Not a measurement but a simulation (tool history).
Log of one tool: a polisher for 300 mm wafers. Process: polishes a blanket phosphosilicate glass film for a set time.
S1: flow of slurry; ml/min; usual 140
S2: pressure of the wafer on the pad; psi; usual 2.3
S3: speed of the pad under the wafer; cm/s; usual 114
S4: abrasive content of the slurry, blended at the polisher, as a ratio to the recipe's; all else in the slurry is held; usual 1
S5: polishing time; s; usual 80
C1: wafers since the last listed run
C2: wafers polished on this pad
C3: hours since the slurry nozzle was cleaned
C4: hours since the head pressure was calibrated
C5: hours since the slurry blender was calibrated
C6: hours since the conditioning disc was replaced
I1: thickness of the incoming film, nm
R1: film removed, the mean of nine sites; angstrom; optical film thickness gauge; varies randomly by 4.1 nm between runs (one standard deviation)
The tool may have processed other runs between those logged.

run,hour,S1,S2,S3,S4,S5,C1,C2,C3,C4,C5,C6,I1,R1
1,0,140,2.3,142,1,80,0,3310,424,513.5,163.3,192.8,4454.2,6685
# hour 37.5: worn pad replaced by a new one
# hour 51.5: slurry blender recalibrated
2,53.9,140,2.3,114,1,80,752,226,477.9,567.4,2.4,246.7,4415.6,5948
# hour 81.3: slurry nozzle cleaned
3,87,140,2.3,114,1,80,504,730,5.7,600.5,35.5,279.8,4450.2,6031
4,121.2,140,2.3,114,1,80,537,1267,39.9,634.7,69.7,314,4521.3,6005
5,163,140,2.3,114,1,80,656,1924,81.7,676.5,111.5,355.8,4467.3,6036
# hour 171.9: conditioning disc replaced and pad reconditioned
6,210.5,140,2.3,114,1,80,714,2638,129.2,724,159,38.6,4468.1,5975
7,257,140,2.3,114,1,80,730,3369,175.7,770.5,205.5,85.1,4468.7,6146
# hour 273.1: worn pad replaced by a new one
8,305.5,140,2.3,114,1,80,698,508,224.2,819,254,133.6,4494.3,6115
# hour 308.7: slurry blender recalibrated
# hour 369.3: head pressure recalibrated
9,371.5,140,2.3,146,1,80,973,1481,290.2,2.2,62.8,199.6,4498.7,6652
10,396.5,140,2.3,146,1,80,392,1874,315.2,27.2,87.8,224.6,4473.3,6668
11,429.4,140,2.3,146,1,80,516,2391,348.1,60.1,120.7,257.5,4459,6655
# hour 481.8: worn pad replaced by a new one
12,482.3,140,2.3,114,1,80,768,7,401,113,173.6,310.4,4494.3,5773
# hour 528.2: conditioning disc replaced and pad reconditioned
13,546.7,115,2,114,1.1,80,980,987,465.4,177.4,238,18.5,4533.7,4949
# hour 578.3: slurry blender recalibrated
14,604.6,140,2.3,114,1,99,877,1865,523.3,235.3,26.3,76.4,4500.2,7146
15,660.4,140,1.7,98,0.75,80,876,2742,579.1,291.1,82.1,132.2,4440.9,3574
# hour 682: slurry nozzle cleaned
# hour 710.4: worn pad replaced by a new one
16,727.9,140,2.3,114,1,80,981,274,45.9,358.6,149.6,199.7,4460.4,5833
17,792.7,140,2.3,114,1.1,105,1017,1292,110.7,423.4,214.4,264.5,4552.6,7830
# hour 797.1: slurry blender recalibrated
18,857.4,140,2.3,114,1,69,984,2276,175.4,488.1,60.3,329.2,4445.3,5086
19,906.4,140,2.3,146,1,80,769,3046,224.4,537.1,109.3,378.2,4482.4,6799
# hour 921.4: conditioning disc replaced and pad reconditioned
# hour 960: worn pad replaced by a new one
20,972,170,2,114,1.15,95,936,189,290,602.7,174.9,50.6,4535.8,6551
21,1019.1,110,2.9,86,1,97,739,928,337.1,649.8,222,97.7,4550.9,7477
22,1047.4,140,2.3,114,1,80,444,1373,365.4,678.1,250.3,126,4418.3,5981
# hour 1064.7: slurry blender recalibrated
23,1081.7,190,2.3,152,0.7,80,507,1880,399.7,712.4,17,160.3,4470.2,6684
24,1147.1,115,2.3,96,1.2,80,1027,2907,465.1,777.8,82.4,225.7,4488.6,5637
25,1180.4,140,2.3,114,1,80,523,3430,498.4,811.1,115.7,259,4513.2,6158

Alternative continuations, all from the tool just after run 25; predict every row:
A,1180.8,140,2.3,114,1,80,6,3437,498.8,811.5,116.1,259.4,4565.7,?
B,1180.8,140,2,114,0.8,80,6,3437,498.8,811.5,116.1,259.4,4565.7,?
C,1180.8,140,2.3,114,0.7,80,6,3437,498.8,811.5,116.1,259.4,4565.7,?

run,R1
A,6084
B,4910
C,5399
Had the tool no hidden state, the same runs would have come out as:
run,R1
A,5658
B,4566
C,5021
